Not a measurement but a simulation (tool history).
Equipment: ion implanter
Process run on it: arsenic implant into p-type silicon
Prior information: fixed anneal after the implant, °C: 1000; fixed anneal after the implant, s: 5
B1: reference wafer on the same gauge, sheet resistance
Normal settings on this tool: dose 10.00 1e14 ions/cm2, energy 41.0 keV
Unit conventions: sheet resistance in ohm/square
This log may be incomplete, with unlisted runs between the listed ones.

run 1 day=0.000 | dose=8.14 energy=34.0 | B1=142.86 | sheet_resistance=143.44
run 2 day=3.925 | dose=10.00 energy=32.0 | B1=142.96 | sheet_resistance=129.35
run 3 day=6.150 | dose=10.00 energy=32.0 | B1=142.96 | sheet_resistance=129.08
run 4 day=9.533 | dose=10.00 energy=41.0 | B1=142.99 | sheet_resistance=119.49
-- day=11.392 Faraday cup replaced and dose calibrated
run 5 day=14.704 | dose=7.73 energy=41.0 | B1=143.04 | sheet_resistance=142.35
run 6 day=18.754 | dose=7.73 energy=41.0 | B1=143.06 | sheet_resistance=142.60
run 7 day=21.988 | dose=12.01 energy=41.0 | B1=143.04 | sheet_resistance=108.10
run 8 day=24.246 | dose=10.00 energy=52.0 | B1=143.01 | sheet_resistance=113.49
run 9 day=26.692 | dose=10.00 energy=52.0 | B1=143.16 | sheet_resistance=112.53
run 10 day=29.454 | dose=10.00 energy=41.0 | B1=143.07 | sheet_resistance=119.75
run 11 day=31.662 | dose=11.61 energy=41.0 | B1=142.82 | sheet_resistance=110.52
run 12 day=35.058 | dose=11.61 energy=41.0 | B1=143.09 | sheet_resistance=110.20
run 13 day=38.521 | dose=8.33 energy=44.5 | B1=143.00 | sheet_resistance=132.40
-- day=40.000 extraction supply calibrated
run 14 day=42.096 | dose=7.66 energy=46.0 | B1=142.92 | sheet_resistance=139.93
run 15 day=43.896 | dose=11.82 energy=41.0 | B1=143.13 | sheet_resistance=109.64
-- day=45.533 gauge calibrated
-- day=46.412 Faraday cup replaced and dose calibrated
run 16 day=47.108 | dose=11.00 energy=31.0 | B1=143.11 | sheet_resistance=124.27
run 17 day=51.417 | dose=8.83 energy=37.0 | B1=142.96 | sheet_resistance=133.85
run 18 day=62.654 | dose=11.61 energy=41.0 | B1=142.98 | sheet_resistance=109.22
run 19 day=65.504 | dose=7.70 energy=29.5 | B1=142.96 | sheet_resistance=154.24
run 20 day=68.588 | dose=7.66 energy=54.0 | B1=143.03 | sheet_resistance=135.55
run 21 day=70.854 | dose=8.53 energy=35.5 | B1=143.07 | sheet_resistance=137.69
run 22 day=74.275 | dose=10.00 energy=41.0 | B1=143.04 | sheet_resistance=120.43
-- day=77.642 Faraday cup replaced and dose calibrated
run 23 day=78.433 | dose=10.00 energy=41.0 | B1=143.06 | sheet_resistance=119.25
run 24 day=80.288 | dose=8.78 energy=41.0 | B1=143.09 | sheet_resistance=129.74
run 25 day=83.679 | dose=11.10 energy=52.5 | B1=142.87 | sheet_resistance=105.69
run 26 day=87.442 | dose=11.69 energy=35.5 | B1=143.03 | sheet_resistance=115.71

4 options for the next run, each taken on its own from the tool as it stands now. Forecast them:
run A day=87.458 | dose=10.00 energy=41.0 | B1=? | sheet_resistance=?
run B day=87.458 | dose=11.63 energy=48.5 | B1=? | sheet_resistance=?
run C day=87.458 | dose=9.10 energy=47.5 | B1=? | sheet_resistance=?
run D day=87.458 | dose=10.00 energy=46.0 | B1=? | sheet_resistance=?

run=A B1=143.11 sheet_resistance=119.67
run=B B1=143.11 sheet_resistance=104.69
run=C B1=143.11 sheet_resistance=122.55
run=D B1=143.11 sheet_resistance=116.13
Had the tool no hidden state, the same runs would have come out as:
run=A sheet_resistance=119.67
run=B sheet_resistance=104.69
run=C sheet_resistance=122.55
run=D sheet_resistance=116.13
